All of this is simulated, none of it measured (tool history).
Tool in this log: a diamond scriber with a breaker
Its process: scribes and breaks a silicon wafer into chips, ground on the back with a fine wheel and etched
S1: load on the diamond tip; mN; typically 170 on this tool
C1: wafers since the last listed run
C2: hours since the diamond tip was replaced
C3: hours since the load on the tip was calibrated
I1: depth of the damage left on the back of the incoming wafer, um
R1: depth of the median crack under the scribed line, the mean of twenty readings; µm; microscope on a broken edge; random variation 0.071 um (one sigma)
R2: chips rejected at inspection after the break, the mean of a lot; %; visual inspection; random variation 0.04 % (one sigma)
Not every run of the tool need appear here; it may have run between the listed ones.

{"run": 1, "hour": 0.0, "S1": 170, "C1": 0, "C2": 743.2, "C3": 1015.3, "I1": 0.51, "R1": 6.94, "R2": 4.88}
{"run": 2, "hour": 14.5, "S1": 192, "C1": 21, "C2": 757.7, "C3": 1029.8, "I1": 0.32, "R1": 7.63, "R2": 1.49}
{"run": 3, "hour": 26.9, "S1": 192, "C1": 17, "C2": 770.1, "C3": 1042.2, "I1": 0.43, "R1": 7.75, "R2": 1.66}
{"run": 4, "hour": 44.3, "S1": 170, "C1": 25, "C2": 787.5, "C3": 1059.6, "I1": 0.41, "R1": 6.88, "R2": 5.27}
{"run": 5, "hour": 62.2, "S1": 170, "C1": 25, "C2": 805.4, "C3": 1077.5, "I1": 0.42, "R1": 6.88, "R2": 5.24}
{"run": 6, "hour": 69.9, "S1": 170, "C1": 11, "C2": 813.1, "C3": 1085.2, "I1": 0.5, "R1": 6.86, "R2": 5.07}
{"run": 7, "hour": 84.3, "S1": 138, "C1": 20, "C2": 827.5, "C3": 1099.6, "I1": 0.31, "R1": 5.56, "R2": 17.22}
{"run": 8, "hour": 98.3, "S1": 170, "C1": 20, "C2": 841.5, "C3": 1113.6, "I1": 0.35, "R1": 6.79, "R2": 4.85}
{"run": 9, "hour": 131.3, "S1": 170, "C1": 47, "C2": 874.5, "C3": 1146.6, "I1": 0.48, "R1": 6.98, "R2": 4.78}
{"run": 10, "hour": 165.2, "S1": 197, "C1": 49, "C2": 908.4, "C3": 1180.5, "I1": 0.56, "R1": 7.84, "R2": 1.41}
{"run": 11, "hour": 182.7, "S1": 197, "C1": 25, "C2": 925.9, "C3": 1198.0, "I1": 0.62, "R1": 7.92, "R2": 1.46}
{"run": 12, "hour": 189.6, "S1": 197, "C1": 9, "C2": 932.8, "C3": 1204.9, "I1": 0.58, "R1": 7.87, "R2": 1.37}
{"run": 13, "hour": 203.0, "S1": 186, "C1": 19, "C2": 946.2, "C3": 1218.3, "I1": 0.52, "R1": 7.38, "R2": 2.52}
{"run": 14, "hour": 211.6, "S1": 170, "C1": 12, "C2": 954.8, "C3": 1226.9, "I1": 0.72, "R1": 6.79, "R2": 5.51}
{"run": 15, "hour": 221.0, "S1": 170, "C1": 13, "C2": 964.2, "C3": 1236.3, "I1": 0.33, "R1": 6.88, "R2": 5.15}
{"run": 16, "hour": 229.4, "S1": 170, "C1": 12, "C2": 972.6, "C3": 1244.7, "I1": 0.52, "R1": 6.88, "R2": 5.44}
{"hour": 231.8, "done": "diamond tip replaced by a new one"}
{"run": 17, "hour": 240.2, "S1": 170, "C1": 12, "C2": 8.4, "C3": 1255.5, "I1": 0.33, "R1": 8.07, "R2": 1.01}
{"run": 18, "hour": 249.7, "S1": 131, "C1": 13, "C2": 17.9, "C3": 1265.0, "I1": 0.48, "R1": 6.22, "R2": 9.92}
{"run": 19, "hour": 264.2, "S1": 131, "C1": 21, "C2": 32.4, "C3": 1279.5, "I1": 0.7, "R1": 6.24, "R2": 10.32}
{"run": 20, "hour": 277.2, "S1": 170, "C1": 18, "C2": 45.4, "C3": 1292.5, "I1": 0.35, "R1": 8.02, "R2": 1.2}
{"run": 21, "hour": 290.9, "S1": 214, "C1": 19, "C2": 59.1, "C3": 1306.2, "I1": 0.43, "R1": 9.74, "R2": 3.68}
{"run": 22, "hour": 298.2, "S1": 170, "C1": 10, "C2": 66.4, "C3": 1313.5, "I1": 0.71, "R1": 7.91, "R2": 1.41}
{"run": 23, "hour": 314.6, "S1": 205, "C1": 23, "C2": 82.8, "C3": 1329.9, "I1": 0.71, "R1": 9.21, "R2": 2.1}
{"run": 24, "hour": 321.2, "S1": 170, "C1": 9, "C2": 89.4, "C3": 1336.5, "I1": 0.78, "R1": 7.87, "R2": 1.49}
{"run": 25, "hour": 327.5, "S1": 170, "C1": 9, "C2": 95.7, "C3": 1342.8, "I1": 0.56, "R1": 7.7, "R2": 1.57}
{"run": 26, "hour": 338.6, "S1": 132, "C1": 16, "C2": 106.8, "C3": 1353.9, "I1": 0.33, "R1": 6.05, "R2": 11.58}
{"run": 27, "hour": 346.4, "S1": 170, "C1": 11, "C2": 114.6, "C3": 1361.7, "I1": 0.62, "R1": 7.67, "R2": 1.67}
{"run": 28, "hour": 358.4, "S1": 220, "C1": 17, "C2": 126.6, "C3": 1373.7, "I1": 0.42, "R1": 9.57, "R2": 3.62}
{"run": 29, "hour": 368.1, "S1": 170, "C1": 14, "C2": 136.3, "C3": 1383.4, "I1": 0.48, "R1": 7.65, "R2": 1.68}
{"hour": 373.1, "done": "load on the tip recalibrated"}
{"run": 30, "hour": 381.2, "S1": 204, "C1": 16, "C2": 149.4, "C3": 8.1, "I1": 0.72, "R1": 8.98, "R2": 1.65}
{"run": 31, "hour": 399.2, "S1": 146, "C1": 26, "C2": 167.4, "C3": 26.1, "I1": 0.48, "R1": 6.47, "R2": 8.01}
{"run": 32, "hour": 410.3, "S1": 153, "C1": 16, "C2": 178.5, "C3": 37.2, "I1": 0.69, "R1": 6.72, "R2": 5.67}
{"run": 33, "hour": 458.4, "S1": 125, "C1": 69, "C2": 226.6, "C3": 85.3, "I1": 0.73, "R1": 5.4, "R2": 18.73}
{"run": 34, "hour": 470.4, "S1": 170, "C1": 17, "C2": 238.6, "C3": 97.3, "I1": 0.73, "R1": 7.31, "R2": 2.56}
{"run": 35, "hour": 481.3, "S1": 170, "C1": 15, "C2": 249.5, "C3": 108.2, "I1": 0.34, "R1": 7.45, "R2": 2.5}
{"run": 36, "hour": 487.3, "S1": 211, "C1": 8, "C2": 255.5, "C3": 114.2, "I1": 0.44, "R1": 8.9, "R2": 1.47}
{"run": 37, "hour": 494.0, "S1": 199, "C1": 9, "C2": 262.2, "C3": 120.9, "I1": 0.59, "R1": 8.47, "R2": 0.91}
{"run": 38, "hour": 504.8, "S1": 154, "C1": 15, "C2": 273.0, "C3": 131.7, "I1": 0.55, "R1": 6.59, "R2": 5.88}
{"run": 39, "hour": 515.2, "S1": 133, "C1": 15, "C2": 283.4, "C3": 142.1, "I1": 0.55, "R1": 5.87, "R2": 16.33}
{"run": 40, "hour": 526.0, "S1": 203, "C1": 15, "C2": 294.2, "C3": 152.9, "I1": 0.33, "R1": 8.58, "R2": 0.99}

Run 41 has not been measured yet. What should we expect?
{"run": 41, "hour": 551.6, "S1": 189, "C1": 37, "C2": 319.8, "C3": 178.5, "I1": 0.39, "R1": "?", "R2": "?"}

R1: 7.82 µm
R2: 1.16 %
Take away the tool's hidden state, keep the run-to-run variation as it was, and the same run would have given R1 8.98 µm, R2 2.08 %.

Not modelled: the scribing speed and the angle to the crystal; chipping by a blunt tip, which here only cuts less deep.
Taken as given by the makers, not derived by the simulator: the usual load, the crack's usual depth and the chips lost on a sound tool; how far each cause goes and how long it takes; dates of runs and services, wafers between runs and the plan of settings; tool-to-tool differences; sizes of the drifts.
